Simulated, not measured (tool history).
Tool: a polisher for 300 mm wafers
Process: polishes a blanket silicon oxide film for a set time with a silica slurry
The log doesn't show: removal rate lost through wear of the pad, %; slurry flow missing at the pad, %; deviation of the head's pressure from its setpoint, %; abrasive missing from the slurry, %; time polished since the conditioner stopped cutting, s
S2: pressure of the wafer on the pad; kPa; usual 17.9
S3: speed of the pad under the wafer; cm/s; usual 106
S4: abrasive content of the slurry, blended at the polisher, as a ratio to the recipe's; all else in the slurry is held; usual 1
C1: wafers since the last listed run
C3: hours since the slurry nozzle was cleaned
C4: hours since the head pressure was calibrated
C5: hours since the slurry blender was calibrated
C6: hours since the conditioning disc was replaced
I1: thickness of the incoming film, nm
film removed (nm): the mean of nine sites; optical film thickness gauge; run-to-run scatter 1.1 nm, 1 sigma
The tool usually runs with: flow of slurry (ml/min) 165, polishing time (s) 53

run 1 hour=0 | flow_of_slurry_(ml/min)=165 S2=17.9 S3=86 S4=1 polishing_time_(s)=53 | C1=0 wafers_polished_on_this_pad=1214 C3=37 C4=184.2 C5=112.1 C6=227.1 | I1=977.9 | film_removed_(nm)=74.4
-- hour=49.9 conditioning disc replaced and pad reconditioned
-- hour=61.7 worn pad replaced by a new one
run 2 hour=71.1 | flow_of_slurry_(ml/min)=165 S2=17.9 S3=86 S4=1 polishing_time_(s)=53 | C1=435 wafers_polished_on_this_pad=62 C3=108.1 C4=255.3 C5=183.2 C6=21.2 | I1=971.1 | film_removed_(nm)=78.6
run 3 hour=133 | flow_of_slurry_(ml/min)=165 S2=17.9 S3=86 S4=1 polishing_time_(s)=53 | C1=413 wafers_polished_on_this_pad=476 C3=170 C4=317.2 C5=245.1 C6=83.1 | I1=982 | film_removed_(nm)=77
run 4 hour=195.1 | flow_of_slurry_(ml/min)=165 S2=17.9 S3=106 S4=1 polishing_time_(s)=53 | C1=415 wafers_polished_on_this_pad=891 C3=232.1 C4=379.3 C5=307.2 C6=145.2 | I1=977.6 | film_removed_(nm)=87.7
run 5 hour=255.7 | flow_of_slurry_(ml/min)=165 S2=17.9 S3=118 S4=1 polishing_time_(s)=53 | C1=405 wafers_polished_on_this_pad=1296 C3=292.7 C4=439.9 C5=367.8 C6=205.8 | I1=975.5 | film_removed_(nm)=92.7
-- hour=294.3 worn pad replaced by a new one
run 6 hour=298 | flow_of_slurry_(ml/min)=165 S2=17.9 S3=106 S4=1 polishing_time_(s)=53 | C1=255 wafers_polished_on_this_pad=24 C3=335 C4=482.2 C5=410.1 C6=248.1 | I1=992.8 | film_removed_(nm)=83.9
-- hour=325.4 conditioning disc replaced and pad reconditioned
run 7 hour=328.8 | flow_of_slurry_(ml/min)=165 S2=17.9 S3=106 S4=0.85 polishing_time_(s)=53 | C1=192 wafers_polished_on_this_pad=217 C3=365.8 C4=513 C5=440.9 C6=3.4 | I1=962 | film_removed_(nm)=82.1
run 8 hour=384.6 | flow_of_slurry_(ml/min)=165 S2=17.9 S3=106 S4=0.85 polishing_time_(s)=53 | C1=372 wafers_polished_on_this_pad=590 C3=421.6 C4=568.8 C5=496.7 C6=59.2 | I1=982.1 | film_removed_(nm)=79.8
-- hour=400.9 slurry blender recalibrated
run 9 hour=414.7 | flow_of_slurry_(ml/min)=165 S2=17.9 S3=106 S4=0.85 polishing_time_(s)=53 | C1=187 wafers_polished_on_this_pad=778 C3=451.7 C4=598.9 C5=13.8 C6=89.3 | I1=978 | film_removed_(nm)=78.3
-- hour=447.8 slurry nozzle cleaned
run 10 hour=467 | flow_of_slurry_(ml/min)=165 S2=17.9 S3=106 S4=1 polishing_time_(s)=53 | C1=342 wafers_polished_on_this_pad=1121 C3=19.2 C4=651.2 C5=66.1 C6=141.6 | I1=976.3 | film_removed_(nm)=91.6
-- hour=529.7 worn pad replaced by a new one
run 11 hour=536.1 | flow_of_slurry_(ml/min)=165 S2=17.9 S3=106 S4=1 polishing_time_(s)=53 | C1=435 wafers_polished_on_this_pad=42 C3=88.3 C4=720.3 C5=135.2 C6=210.7 | I1=968.6 | film_removed_(nm)=87.5
-- hour=554.6 conditioning disc replaced and pad reconditioned
-- hour=565.5 head pressure recalibrated
run 12 hour=602 | flow_of_slurry_(ml/min)=165 S2=17.9 S3=106 S4=1 polishing_time_(s)=53 | C1=413 wafers_polished_on_this_pad=456 C3=154.2 C4=36.5 C5=201.1 C6=47.4 | I1=989.9 | film_removed_(nm)=91.9
run 13 hour=646.8 | flow_of_slurry_(ml/min)=165 S2=17.9 S3=72 S4=1 polishing_time_(s)=53 | C1=299 wafers_polished_on_this_pad=755 C3=199 C4=81.3 C5=245.9 C6=92.2 | I1=982.7 | film_removed_(nm)=66.6
run 14 hour=694.1 | flow_of_slurry_(ml/min)=165 S2=17.9 S3=106 S4=1 polishing_time_(s)=53 | C1=316 wafers_polished_on_this_pad=1071 C3=246.3 C4=128.6 C5=293.2 C6=139.5 | I1=972.9 | film_removed_(nm)=89.4
run 15 hour=729.4 | flow_of_slurry_(ml/min)=165 S2=21.4 S3=106 S4=1 polishing_time_(s)=45 | C1=235 wafers_polished_on_this_pad=1307 C3=281.6 C4=163.9 C5=328.5 C6=174.8 | I1=971.7 | film_removed_(nm)=87.7
-- hour=787.6 worn pad replaced by a new one
run 16 hour=789.6 | flow_of_slurry_(ml/min)=115 S2=17.9 S3=106 S4=1 polishing_time_(s)=61 | C1=375 wafers_polished_on_this_pad=13 C3=341.8 C4=224.1 C5=388.7 C6=235 | I1=976.4 | film_removed_(nm)=90
-- hour=817 conditioning disc replaced and pad reconditioned
run 17 hour=833.4 | flow_of_slurry_(ml/min)=135 S2=22.1 S3=128 S4=1.1 polishing_time_(s)=53 | C1=279 wafers_polished_on_this_pad=293 C3=385.6 C4=267.9 C5=432.5 C6=16.4 | I1=978.1 | film_removed_(nm)=125.2
run 18 hour=886.3 | flow_of_slurry_(ml/min)=110 S2=17.9 S3=122 S4=1 polishing_time_(s)=64 | C1=353 wafers_polished_on_this_pad=646 C3=438.5 C4=320.8 C5=485.4 C6=69.3 | I1=981 | film_removed_(nm)=106.1
-- hour=904.2 slurry blender recalibrated
-- hour=919.4 slurry nozzle cleaned
run 19 hour=952 | flow_of_slurry_(ml/min)=165 S2=17.9 S3=106 S4=1.25 polishing_time_(s)=53 | C1=419 wafers_polished_on_this_pad=1065 C3=32.6 C4=386.5 C5=47.8 C6=135 | I1=964.9 | film_removed_(nm)=100.6
run 20 hour=1014 | flow_of_slurry_(ml/min)=165 S2=17.9 S3=132 S4=1.2 polishing_time_(s)=65 | C1=414 wafers_polished_on_this_pad=1480 C3=94.6 C4=448.5 C5=109.8 C6=197 | I1=976 | film_removed_(nm)=138.2
-- hour=1034.5 worn pad replaced by a new one
-- hour=1059.4 conditioning disc replaced and pad reconditioned
run 21 hour=1082.8 | flow_of_slurry_(ml/min)=115 S2=23.4 S3=142 S4=1 polishing_time_(s)=53 | C1=419 wafers_polished_on_this_pad=309 C3=163.4 C4=517.3 C5=178.6 C6=23.4 | I1=970.2 | film_removed_(nm)=139.8
run 22 hour=1108 | flow_of_slurry_(ml/min)=120 S2=17.9 S3=106 S4=1 polishing_time_(s)=53 | C1=168 wafers_polished_on_this_pad=477 C3=188.6 C4=542.5 C5=203.8 C6=48.6 | I1=966.6 | film_removed_(nm)=86.9
run 23 hour=1155.7 | flow_of_slurry_(ml/min)=165 S2=17.9 S3=96 S4=1 polishing_time_(s)=71 | C1=318 wafers_polished_on_this_pad=796 C3=236.3 C4=590.2 C5=251.5 C6=96.3 | I1=981.1 | film_removed_(nm)=112.8
run 24 hour=1213.4 | flow_of_slurry_(ml/min)=165 S2=17.9 S3=106 S4=1 polishing_time_(s)=53 | C1=385 wafers_polished_on_this_pad=1182 C3=294 C4=647.9 C5=309.2 C6=154 | I1=975.5 | film_removed_(nm)=88.4

Each row is a separate what-if for the run after 24, all from the same tool condition, not one after another. Results?
run A hour=1213.8 | flow_of_slurry_(ml/min)=165 S2=17.9 S3=106 S4=0.9 polishing_time_(s)=53 | C1=2 wafers_polished_on_this_pad=1185 C3=294.4 C4=648.3 C5=309.6 C6=154.4 | I1=976.4 | film_removed_(nm)=?
run B hour=1213.8 | flow_of_slurry_(ml/min)=165 S2=17.9 S3=94 S4=0.75 polishing_time_(s)=68 | C1=2 wafers_polished_on_this_pad=1185 C3=294.4 C4=648.3 C5=309.6 C6=154.4 | I1=976.4 | film_removed_(nm)=?
run C hour=1213.8 | flow_of_slurry_(ml/min)=165 S2=17.9 S3=106 S4=0.9 polishing_time_(s)=43 | C1=2 wafers_polished_on_this_pad=1185 C3=294.4 C4=648.3 C5=309.6 C6=154.4 | I1=976.4 | film_removed_(nm)=?

run=A film_removed_(nm)=83.9
run=B film_removed_(nm)=88.7
run=C film_removed_(nm)=68.1
Without the tool's hidden state the same runs would have given:
run=A film_removed_(nm)=89.4
run=B film_removed_(nm)=94.1
run=C film_removed_(nm)=72.5

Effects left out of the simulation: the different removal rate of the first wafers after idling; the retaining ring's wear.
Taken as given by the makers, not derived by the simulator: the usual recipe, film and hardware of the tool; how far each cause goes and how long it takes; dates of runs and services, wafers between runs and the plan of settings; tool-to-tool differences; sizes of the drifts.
